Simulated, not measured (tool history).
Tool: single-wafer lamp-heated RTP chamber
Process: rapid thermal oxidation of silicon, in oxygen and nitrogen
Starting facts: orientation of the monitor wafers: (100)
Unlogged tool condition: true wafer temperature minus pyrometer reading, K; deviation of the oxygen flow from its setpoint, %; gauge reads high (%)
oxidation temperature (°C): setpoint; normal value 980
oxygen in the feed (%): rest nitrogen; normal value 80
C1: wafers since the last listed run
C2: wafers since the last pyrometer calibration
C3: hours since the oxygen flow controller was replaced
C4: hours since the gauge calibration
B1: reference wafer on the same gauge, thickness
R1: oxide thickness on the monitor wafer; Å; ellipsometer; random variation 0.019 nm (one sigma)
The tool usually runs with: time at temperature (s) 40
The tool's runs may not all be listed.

Run 1, hour 0.0: usual settings but time at temperature (s) 32; C1 0; C2 1803; C3 3664.1; C4 62.7; B1 4.275. Result: R1 39.35 Å.
Run 2, hour 29.4: usual settings; C1 181; C2 1985; C3 3693.5; C4 92.1; B1 4.286. Result: R1 43.05 Å.
Run 3, hour 52.4: usual settings; C1 142; C2 2127; C3 3716.5; C4 115.1; B1 4.278. Result: R1 43.66 Å.
Run 4, hour 81.3: usual settings; C1 178; C2 2305; C3 3745.4; C4 144.0; B1 4.273. Result: R1 44.14 Å.
At hour 93.8: pyrometer window cleaned and pyrometer calibrated.
Run 5, hour 96.0: usual settings; C1 41; C2 13; C3 3760.1; C4 158.7; B1 4.287. Result: R1 41.24 Å.
Run 6, hour 121.0: usual settings but oxygen in the feed (%) 61; C1 154; C2 168; C3 3785.1; C4 183.7; B1 4.283. Result: R1 37.76 Å.
Run 7, hour 156.1: usual settings but oxygen in the feed (%) 61; C1 216; C2 385; C3 3820.2; C4 218.8; B1 4.279. Result: R1 37.77 Å.
Run 8, hour 191.3: usual settings but oxygen in the feed (%) 61; C1 217; C2 602; C3 3855.4; C4 254.0; B1 4.289. Result: R1 38.27 Å.
At hour 227.5: oxygen flow controller replaced.
Run 9, hour 260.8: usual settings; C1 379; C2 982; C3 33.3; C4 323.5; B1 4.276. Result: R1 41.69 Å.
Run 10, hour 283.9: usual settings; C1 142; C2 1125; C3 56.4; C4 346.6; B1 4.293. Result: R1 41.65 Å.
Run 11, hour 316.7: usual settings; C1 202; C2 1327; C3 89.2; C4 379.4; B1 4.283. Result: R1 42.53 Å.
Run 12, hour 350.6: usual settings but time at temperature (s) 32; C1 209; C2 1537; C3 123.1; C4 413.3; B1 4.275. Result: R1 38.98 Å.
Run 13, hour 373.2: usual settings but oxidation temperature (°C) 960, time at temperature (s) 51; C1 139; C2 1676; C3 145.7; C4 435.9; B1 4.274. Result: R1 41.11 Å.
At hour 402.0: gauge calibrated.
At hour 423.1: pyrometer window cleaned and pyrometer calibrated.
Run 14, hour 431.3: usual settings but oxidation temperature (°C) 965, time at temperature (s) 58, oxygen in the feed (%) 68; C1 309; C2 50; C3 203.8; C4 29.3; B1 4.271. Result: R1 40.84 Å.
Run 15, hour 458.8: usual settings but time at temperature (s) 23, oxygen in the feed (%) 66; C1 169; C2 220; C3 231.3; C4 56.8; B1 4.280. Result: R1 31.90 Å.
Run 16, hour 479.5: usual settings but oxidation temperature (°C) 951, oxygen in the feed (%) 64; C1 127; C2 348; C3 252.0; C4 77.5; B1 4.280. Result: R1 32.16 Å.
Run 17, hour 505.6: usual settings but oxidation temperature (°C) 1001, time at temperature (s) 30, oxygen in the feed (%) 98; C1 161; C2 509; C3 278.1; C4 103.6; B1 4.272. Result: R1 45.25 Å.
Run 18, hour 519.7: usual settings but oxidation temperature (°C) 965, time at temperature (s) 58, oxygen in the feed (%) 68; C1 87; C2 596; C3 292.2; C4 117.7; B1 4.283. Result: R1 41.04 Å.
Run 19, hour 534.0: usual settings but oxidation temperature (°C) 998, time at temperature (s) 22, oxygen in the feed (%) 96; C1 88; C2 685; C3 306.5; C4 132.0; B1 4.282. Result: R1 39.05 Å.
Run 20, hour 566.8: usual settings but oxidation temperature (°C) 972; C1 202; C2 887; C3 339.3; C4 164.8; B1 4.280. Result: R1 39.17 Å.

Consider 5 possible next runs. They are alternatives, not a sequence: every one starts from the tool as it was left by run 20. What does each give?
Run A, hour 567.3: usual settings but time at temperature (s) 28; C1 3; C2 890; C3 339.8; C4 165.3; B1 ?. Result: R1 ?.
Run B, hour 567.3: usual settings but oxidation temperature (°C) 966, time at temperature (s) 47, oxygen in the feed (%) 69; C1 3; C2 890; C3 339.8; C4 165.3; B1 ?. Result: R1 ?.
Run C, hour 567.3: usual settings but oxygen in the feed (%) 89; C1 3; C2 890; C3 339.8; C4 165.3; B1 ?. Result: R1 ?.
Run D, hour 567.3: usual settings but oxidation temperature (°C) 968, time at temperature (s) 55, oxygen in the feed (%) 55; C1 3; C2 890; C3 339.8; C4 165.3; B1 ?. Result: R1 ?.
Run E, hour 567.3: usual settings but oxidation temperature (°C) 968, time at temperature (s) 57, oxygen in the feed (%) 98; C1 3; C2 890; C3 339.8; C4 165.3; B1 ?. Result: R1 ?.

run     B1     R1
  A  4.278  36.16
  B  4.278  38.44
  C  4.278  42.89
  D  4.278  38.70
  E  4.278  47.03
The same runs, with their run-to-run variation unchanged, on a tool lacking any hidden condition would have given:
run     R1
  A  35.57
  B  37.80
  C  42.13
  D  38.07
  E  46.16
